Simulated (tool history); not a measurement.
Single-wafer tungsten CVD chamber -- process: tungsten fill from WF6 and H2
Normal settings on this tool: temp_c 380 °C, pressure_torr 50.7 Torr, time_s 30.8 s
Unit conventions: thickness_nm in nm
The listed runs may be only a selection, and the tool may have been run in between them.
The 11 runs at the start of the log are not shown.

run    hour  temp_c  pressure_torr  time_s  read-back reference wafer on the same gauge, thickness_nm  thickness_nm
 12   612.2     380           50.7    30.8                                                     92.383        85.347
 13   645.0     376           50.7    32.6                                                     92.494        82.719
      683.3  -- gauge calibrated
 14   706.2     376           50.7    32.6                                                     88.350        78.979
      732.2  -- capacitance manometer re-zeroed and calibrated
 15   756.4     376           50.7    32.6                                                     88.287        79.047
 16   794.5     380           50.7    30.8                                                     88.340        81.603
 17   826.0     380           61.0    30.8                                                     88.413        92.483
 18   876.6     380           50.7    27.3                                                     88.371        71.739
 19   929.6     380           50.7    30.8                                                     88.509        82.233
 20   984.6     390           50.7    25.2                                                     88.639        83.054
 21  1044.3     394           55.6    29.0                                                     88.513       111.281
 22  1107.9     388           50.7    30.8                                                     88.802        97.345
     1162.8  -- showerhead replaced
 23  1179.0     380           44.3    30.8                                                     88.869        74.159
 24  1205.3     380           54.3    27.5                                                     88.946        77.211
 25  1229.6     380           50.7    30.8                                                     89.056        82.352
 26  1299.5     389           55.9    27.6                                                     89.119        96.020
     1310.4  -- thermocouple changed; heater temperature recalibrated
 27  1391.1     370           54.1    30.8                                                     89.543        68.715
 28  1425.6     392           50.7    25.2                                                     89.798        86.738
 29  1492.9     385           39.2    27.7                                                     89.736        67.250
 30  1527.5     372           38.8    30.8                                                     89.979        55.388
 31  1578.1     380           50.7    30.8                                                     90.096        83.693
 32  1638.5     380           50.7    35.6                                                     90.452        96.960

Predict each of these 5 candidate next runs independently; none follows another, all start after run 32:
  A  1638.9     394           50.7    30.8                                                          ?             ?
  B  1638.9     380           59.4    30.8                                                          ?             ?
  C  1638.9     367           45.0    30.8                                                          ?             ?
  D  1638.9     367           55.2    30.8                                                          ?             ?
  E  1638.9     380           38.1    30.8                                                          ?             ?

run  read-back reference wafer on the same gauge, thickness_nm  thickness_nm
  A                                                     90.561       111.829
  B                                                     90.561        92.699
  C                                                     90.561        56.204
  D                                                     90.561        65.591
  E                                                     90.561        65.002
Had the tool no hidden state, the same runs would have come out as:
run  thickness_nm
  A       109.376
  B        90.667
  C        54.971
  D        64.153
  E        63.576

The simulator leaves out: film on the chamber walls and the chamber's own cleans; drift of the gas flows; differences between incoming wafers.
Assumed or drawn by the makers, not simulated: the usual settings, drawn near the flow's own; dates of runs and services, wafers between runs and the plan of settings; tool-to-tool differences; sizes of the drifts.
